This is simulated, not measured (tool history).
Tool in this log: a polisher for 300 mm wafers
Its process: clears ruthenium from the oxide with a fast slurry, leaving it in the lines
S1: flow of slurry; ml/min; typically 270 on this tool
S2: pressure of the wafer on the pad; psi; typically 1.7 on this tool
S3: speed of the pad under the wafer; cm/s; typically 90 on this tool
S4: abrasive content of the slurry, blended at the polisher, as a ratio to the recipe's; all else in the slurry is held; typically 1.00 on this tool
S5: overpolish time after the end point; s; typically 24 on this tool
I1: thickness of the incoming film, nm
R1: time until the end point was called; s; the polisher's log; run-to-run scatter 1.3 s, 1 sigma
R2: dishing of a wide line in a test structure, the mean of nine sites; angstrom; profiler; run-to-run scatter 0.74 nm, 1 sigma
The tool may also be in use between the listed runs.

run	hour	S1	S2	S3	S4	S5	I1	R1	R2
1	0.0	270	1.7	90	0.80	33	131.2	81.4	381
# hour 67.7: worn pad replaced by a new one
2	77.6	270	1.8	90	1.00	24	130.9	66.0	340
3	150.1	270	1.8	90	1.00	24	130.5	65.7	337
# hour 228.2: slurry nozzle cleaned
4	229.8	270	1.8	90	1.00	24	129.2	66.9	350
5	276.5	270	1.7	90	1.00	24	130.8	72.0	340
6	370.6	270	1.7	90	1.00	24	131.4	70.6	323
# hour 420.4: slurry blender recalibrated
7	458.2	270	1.7	90	1.00	24	130.2	70.3	314
8	548.0	270	1.7	90	1.00	24	132.4	73.6	310
# hour 564.8: worn pad replaced by a new one
9	609.6	225	1.7	90	1.00	24	131.4	74.7	329
10	692.8	270	1.7	90	1.00	24	129.2	72.9	310
11	786.0	270	1.7	90	1.00	24	131.5	73.7	303
12	872.3	270	1.7	90	1.00	24	128.7	75.9	311
13	910.3	270	1.4	90	1.15	30	131.7	85.6	340
# hour 936.5: head pressure recalibrated
14	985.3	270	1.7	90	1.00	24	132.1	69.4	346
15	1024.0	340	2.2	90	1.00	24	127.6	51.7	438
# hour 1042.1: slurry blender recalibrated
# hour 1045.8: worn pad replaced by a new one
16	1075.3	270	1.9	90	1.00	28	130.5	60.2	428
17	1129.5	270	1.9	90	1.30	19	132.2	54.3	348
# hour 1173.1: slurry nozzle cleaned
18	1211.9	270	1.7	90	0.85	24	130.6	77.6	298
19	1316.4	270	1.5	90	1.00	24	128.9	81.9	301
20	1403.7	270	1.7	90	1.00	24	131.4	68.9	338
21	1479.1	270	1.7	120	1.00	24	128.3	56.7	411
# hour 1612.4: worn pad replaced by a new one
# hour 1623.6: slurry blender recalibrated
22	1795.7	270	1.2	106	0.80	31	131.6	102.9	293
23	1858.9	270	1.7	90	1.20	24	130.6	68.8	351
24	1912.2	270	1.7	90	1.00	24	129.9	78.0	318
# hour 1930.1: slurry nozzle cleaned
25	1983.8	270	1.7	90	1.00	24	129.2	76.1	317
26	2033.0	270	1.7	90	1.00	18	130.5	77.3	240
27	2095.4	270	1.7	90	1.00	14	129.8	74.6	200
# hour 2110.2: worn pad replaced by a new one
28	2135.0	200	1.7	106	1.25	24	130.7	59.6	370
29	2189.1	270	1.7	90	0.75	24	130.0	93.5	252

Predict each of these 3 candidate next runs independently; none follows another, all start after run 29:
A	2189.5	270	1.7	90	1.00	24	130.1	?	?
B	2189.5	270	1.7	90	1.00	13	130.1	?	?
C	2189.5	270	1.7	110	1.00	24	130.1	?	?

run	R1	R2
A	77.2	308
B	77.2	177
C	64.4	360
The same runs, with their run-to-run variation unchanged, on a tool lacking any hidden condition would have given:
run	R1	R2
A	67.3	347
B	67.3	200
C	56.1	404
